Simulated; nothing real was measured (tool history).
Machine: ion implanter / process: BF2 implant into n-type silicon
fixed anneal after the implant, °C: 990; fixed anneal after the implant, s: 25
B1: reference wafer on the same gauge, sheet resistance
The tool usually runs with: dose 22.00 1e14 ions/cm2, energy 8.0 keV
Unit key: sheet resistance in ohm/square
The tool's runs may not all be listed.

{"run": 1, "day": 0.0, "dose": 17.69, "energy": 7.5, "B1": 250.19, "sheet resistance": 231.13}
{"run": 2, "day": 2.246, "dose": 17.69, "energy": 7.5, "B1": 250.52, "sheet resistance": 231.19}
{"run": 3, "day": 5.108, "dose": 22.0, "energy": 8.0, "B1": 250.86, "sheet resistance": 222.71}
{"run": 4, "day": 8.346, "dose": 26.47, "energy": 9.0, "B1": 251.22, "sheet resistance": 211.74}
{"run": 5, "day": 11.629, "dose": 26.47, "energy": 9.0, "B1": 251.52, "sheet resistance": 212.15}
{"run": 6, "day": 15.488, "dose": 26.47, "energy": 9.0, "B1": 252.13, "sheet resistance": 212.1}
{"run": 7, "day": 19.15, "dose": 18.6, "energy": 8.0, "B1": 252.7, "sheet resistance": 227.45}
{"run": 8, "day": 20.975, "dose": 18.6, "energy": 8.0, "B1": 252.96, "sheet resistance": 227.98}
{"day": 21.667, "done": "gauge calibrated"}
{"run": 9, "day": 23.658, "dose": 22.0, "energy": 8.0, "B1": 249.79, "sheet resistance": 222.34}
{"run": 10, "day": 26.75, "dose": 22.0, "energy": 9.5, "B1": 250.03, "sheet resistance": 209.62}
{"run": 11, "day": 30.808, "dose": 22.0, "energy": 9.5, "B1": 250.11, "sheet resistance": 210.32}
{"run": 12, "day": 35.217, "dose": 25.46, "energy": 9.5, "B1": 250.2, "sheet resistance": 207.84}
{"day": 37.096, "done": "extraction supply calibrated"}
{"run": 13, "day": 38.65, "dose": 16.44, "energy": 8.0, "B1": 250.41, "sheet resistance": 228.31}
{"day": 43.183, "done": "Faraday cup replaced and dose calibrated"}
{"run": 14, "day": 43.204, "dose": 19.03, "energy": 7.5, "B1": 250.64, "sheet resistance": 230.0}
{"run": 15, "day": 45.204, "dose": 25.32, "energy": 8.0, "B1": 250.72, "sheet resistance": 220.38}
{"run": 16, "day": 47.246, "dose": 22.0, "energy": 8.0, "B1": 250.9, "sheet resistance": 223.68}
{"run": 17, "day": 50.308, "dose": 22.0, "energy": 9.5, "B1": 251.16, "sheet resistance": 211.12}
{"run": 18, "day": 52.725, "dose": 22.0, "energy": 10.5, "B1": 251.29, "sheet resistance": 203.45}
{"run": 19, "day": 56.3, "dose": 18.11, "energy": 5.5, "B1": 251.56, "sheet resistance": 252.99}
{"run": 20, "day": 59.288, "dose": 19.13, "energy": 9.5, "B1": 252.0, "sheet resistance": 214.58}
{"run": 21, "day": 62.283, "dose": 25.62, "energy": 5.5, "B1": 252.23, "sheet resistance": 248.57}
{"run": 22, "day": 64.854, "dose": 25.79, "energy": 8.0, "B1": 252.64, "sheet resistance": 222.3}

Here are 5 independent what-if runs from the current tool condition. What would each one return?
{"run": "A", "day": 64.871, "dose": 25.97, "energy": 8.0, "B1": "?", "sheet resistance": "?"}
{"run": "B", "day": 64.871, "dose": 27.81, "energy": 10.0, "B1": "?", "sheet resistance": "?"}
{"run": "C", "day": 64.871, "dose": 15.91, "energy": 5.5, "B1": "?", "sheet resistance": "?"}
{"run": "D", "day": 64.871, "dose": 26.88, "energy": 10.5, "B1": "?", "sheet resistance": "?"}
{"run": "E", "day": 64.871, "dose": 26.77, "energy": 6.0, "B1": "?", "sheet resistance": "?"}

run=A B1=252.54 sheet_resistance=222.51
run=B B1=252.54 sheet_resistance=204.98
run=C B1=252.54 sheet_resistance=257.48
run=D B1=252.54 sheet_resistance=201.93
run=E B1=252.54 sheet_resistance=243.31
Without the tool's unlogged condition, the same runs would have read:
run=A sheet_resistance=219.35
run=B sheet_resistance=202.06
run=C sheet_resistance=253.82
run=D sheet_resistance=199.05
run=E sheet_resistance=239.84
